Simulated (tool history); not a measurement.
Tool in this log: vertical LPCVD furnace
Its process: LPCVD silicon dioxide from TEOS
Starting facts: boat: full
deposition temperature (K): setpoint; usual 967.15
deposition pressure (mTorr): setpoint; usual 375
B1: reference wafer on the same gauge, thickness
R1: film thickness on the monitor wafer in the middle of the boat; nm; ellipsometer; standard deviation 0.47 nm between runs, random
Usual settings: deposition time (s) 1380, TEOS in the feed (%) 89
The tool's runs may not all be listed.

{"run": 1, "hour": 0.0, "deposition temperature (K)": 967.15, "deposition pressure (mTorr)": 375, "deposition time (s)": 1380, "TEOS in the feed (%)": 89, "B1": 181.95, "R1": 206.76}
{"run": 2, "hour": 97.9, "deposition temperature (K)": 967.15, "deposition pressure (mTorr)": 375, "deposition time (s)": 1380, "TEOS in the feed (%)": 89, "B1": 181.91, "R1": 207}
{"run": 3, "hour": 170.3, "deposition temperature (K)": 967.15, "deposition pressure (mTorr)": 375, "deposition time (s)": 1380, "TEOS in the feed (%)": 89, "B1": 181.99, "R1": 206.68}
{"run": 4, "hour": 249.3, "deposition temperature (K)": 967.15, "deposition pressure (mTorr)": 375, "deposition time (s)": 1380, "TEOS in the feed (%)": 89, "B1": 181.94, "R1": 206.24}
{"run": 5, "hour": 301.2, "deposition temperature (K)": 967.15, "deposition pressure (mTorr)": 375, "deposition time (s)": 1380, "TEOS in the feed (%)": 89, "B1": 182.11, "R1": 205.74}
{"run": 6, "hour": 354.6, "deposition temperature (K)": 971.15, "deposition pressure (mTorr)": 375, "deposition time (s)": 1380, "TEOS in the feed (%)": 89, "B1": 181.89, "R1": 228.18}
{"run": 7, "hour": 458.7, "deposition temperature (K)": 971.15, "deposition pressure (mTorr)": 375, "deposition time (s)": 1380, "TEOS in the feed (%)": 89, "B1": 182.11, "R1": 227.64}
{"run": 8, "hour": 555.4, "deposition temperature (K)": 971.15, "deposition pressure (mTorr)": 375, "deposition time (s)": 1380, "TEOS in the feed (%)": 89, "B1": 181.87, "R1": 226.83}
{"run": 9, "hour": 637.7, "deposition temperature (K)": 967.15, "deposition pressure (mTorr)": 375, "deposition time (s)": 1380, "TEOS in the feed (%)": 89, "B1": 181.96, "R1": 206.71}
{"hour": 705.3, "done": "TEOS flow controller replaced"}
{"run": 10, "hour": 736.7, "deposition temperature (K)": 967.15, "deposition pressure (mTorr)": 375, "deposition time (s)": 1380, "TEOS in the feed (%)": 89, "B1": 182.17, "R1": 207.29}
{"hour": 788.0, "done": "pressure gauge zeroed"}
{"run": 11, "hour": 788.5, "deposition temperature (K)": 967.15, "deposition pressure (mTorr)": 375, "deposition time (s)": 1380, "TEOS in the feed (%)": 89, "B1": 182.07, "R1": 206.45}
{"run": 12, "hour": 849.6, "deposition temperature (K)": 967.15, "deposition pressure (mTorr)": 375, "deposition time (s)": 1380, "TEOS in the feed (%)": 89, "B1": 182.14, "R1": 207.17}
{"hour": 857.6, "done": "gauge calibrated"}
{"run": 13, "hour": 942.3, "deposition temperature (K)": 976.15, "deposition pressure (mTorr)": 315, "deposition time (s)": 1380, "TEOS in the feed (%)": 73, "B1": 182.21, "R1": 211.76}
{"run": 14, "hour": 997.9, "deposition temperature (K)": 976.15, "deposition pressure (mTorr)": 335, "deposition time (s)": 1890, "TEOS in the feed (%)": 83, "B1": 181.97, "R1": 318.55}
{"run": 15, "hour": 1078.1, "deposition temperature (K)": 958.15, "deposition pressure (mTorr)": 450, "deposition time (s)": 1890, "TEOS in the feed (%)": 89, "B1": 181.94, "R1": 250.7}
{"run": 16, "hour": 1160.0, "deposition temperature (K)": 967.15, "deposition pressure (mTorr)": 375, "deposition time (s)": 1380, "TEOS in the feed (%)": 89, "B1": 182.08, "R1": 206.69}
{"run": 17, "hour": 1252.7, "deposition temperature (K)": 979.15, "deposition pressure (mTorr)": 410, "deposition time (s)": 870, "TEOS in the feed (%)": 78, "B1": 182.22, "R1": 167.61}
{"run": 18, "hour": 1309.8, "deposition temperature (K)": 964.15, "deposition pressure (mTorr)": 375, "deposition time (s)": 1380, "TEOS in the feed (%)": 89, "B1": 182.07, "R1": 194.04}
{"run": 19, "hour": 1397.4, "deposition temperature (K)": 967.15, "deposition pressure (mTorr)": 375, "deposition time (s)": 1380, "TEOS in the feed (%)": 89, "B1": 181.98, "R1": 207.41}
{"hour": 1499.5, "done": "thermocouples replaced and temperature profile calibrated"}
{"run": 20, "hour": 1500.0, "deposition temperature (K)": 971.15, "deposition pressure (mTorr)": 375, "deposition time (s)": 1380, "TEOS in the feed (%)": 89, "B1": 182.02, "R1": 215.91}
{"run": 21, "hour": 1558.1, "deposition temperature (K)": 967.15, "deposition pressure (mTorr)": 375, "deposition time (s)": 1380, "TEOS in the feed (%)": 97, "B1": 182.09, "R1": 205.63}
{"run": 22, "hour": 1646.1, "deposition temperature (K)": 967.15, "deposition pressure (mTorr)": 450, "deposition time (s)": 1860, "TEOS in the feed (%)": 97, "B1": 182.13, "R1": 306.63}
{"run": 23, "hour": 1722.4, "deposition temperature (K)": 967.15, "deposition pressure (mTorr)": 375, "deposition time (s)": 1380, "TEOS in the feed (%)": 89, "B1": 182.03, "R1": 198.74}
{"run": 24, "hour": 1771.3, "deposition temperature (K)": 967.15, "deposition pressure (mTorr)": 375, "deposition time (s)": 1380, "TEOS in the feed (%)": 89, "B1": 182.05, "R1": 198.35}
{"run": 25, "hour": 1867.9, "deposition temperature (K)": 967.15, "deposition pressure (mTorr)": 375, "deposition time (s)": 1380, "TEOS in the feed (%)": 89, "B1": 182.03, "R1": 199.56}
{"run": 26, "hour": 1923.5, "deposition temperature (K)": 967.15, "deposition pressure (mTorr)": 375, "deposition time (s)": 1860, "TEOS in the feed (%)": 89, "B1": 181.96, "R1": 268.61}
{"run": 27, "hour": 2008.4, "deposition temperature (K)": 972.15, "deposition pressure (mTorr)": 375, "deposition time (s)": 1380, "TEOS in the feed (%)": 97, "B1": 182.09, "R1": 234.9}
{"run": 28, "hour": 2069.5, "deposition temperature (K)": 978.15, "deposition pressure (mTorr)": 375, "deposition time (s)": 1380, "TEOS in the feed (%)": 97, "B1": 182.22, "R1": 270.04}
{"run": 29, "hour": 2152.2, "deposition temperature (K)": 967.15, "deposition pressure (mTorr)": 460, "deposition time (s)": 1380, "TEOS in the feed (%)": 97, "B1": 181.81, "R1": 232.05}
{"run": 30, "hour": 2244.2, "deposition temperature (K)": 979.15, "deposition pressure (mTorr)": 410, "deposition time (s)": 870, "TEOS in the feed (%)": 78, "B1": 182.01, "R1": 163.97}
{"run": 31, "hour": 2328.8, "deposition temperature (K)": 976.15, "deposition pressure (mTorr)": 375, "deposition time (s)": 1380, "TEOS in the feed (%)": 75, "B1": 181.93, "R1": 228.64}

Below, some changes in R1 between adjacent runs. For each, the amount present without the hidden state too (settings, incoming material, random variation) and the amount remaining for the hidden state with gauge scatter not shared by both compared results:
Hidden state present: true tube temperature minus thermocouple reading, K; true pressure minus gauge reading, mTorr; deviation of the TEOS flow from its setpoint, %; gauge reads high (%).
Run 13 -> 14: deposition pressure (mTorr) 315 -> 335, deposition time (s) 1380 -> 1890, TEOS in the feed (%) 73 -> 83. R1 +106.79 nm: hidden state +5.51, all else +101.28.
Run 14 -> 15: deposition temperature (K) 976.15 -> 958.15, deposition pressure (mTorr) 335 -> 450, TEOS in the feed (%) 83 -> 89. R1 -67.85 nm: hidden state -2.98, all else -64.87.
Run 19 -> 20: deposition temperature (K) 967.15 -> 971.15, thermocouples replaced and temperature profile calibrated. R1 +8.5 nm: hidden state -10.03, all else +18.53.
Run 21 -> 22: deposition pressure (mTorr) 375 -> 450, deposition time (s) 1380 -> 1860. R1 +101 nm: hidden state +1.54, all else +99.46.
Run 22 -> 23: deposition pressure (mTorr) 450 -> 375, deposition time (s) 1860 -> 1380, TEOS in the feed (%) 97 -> 89. R1 -107.89 nm: hidden state -0.54, all else -107.35.
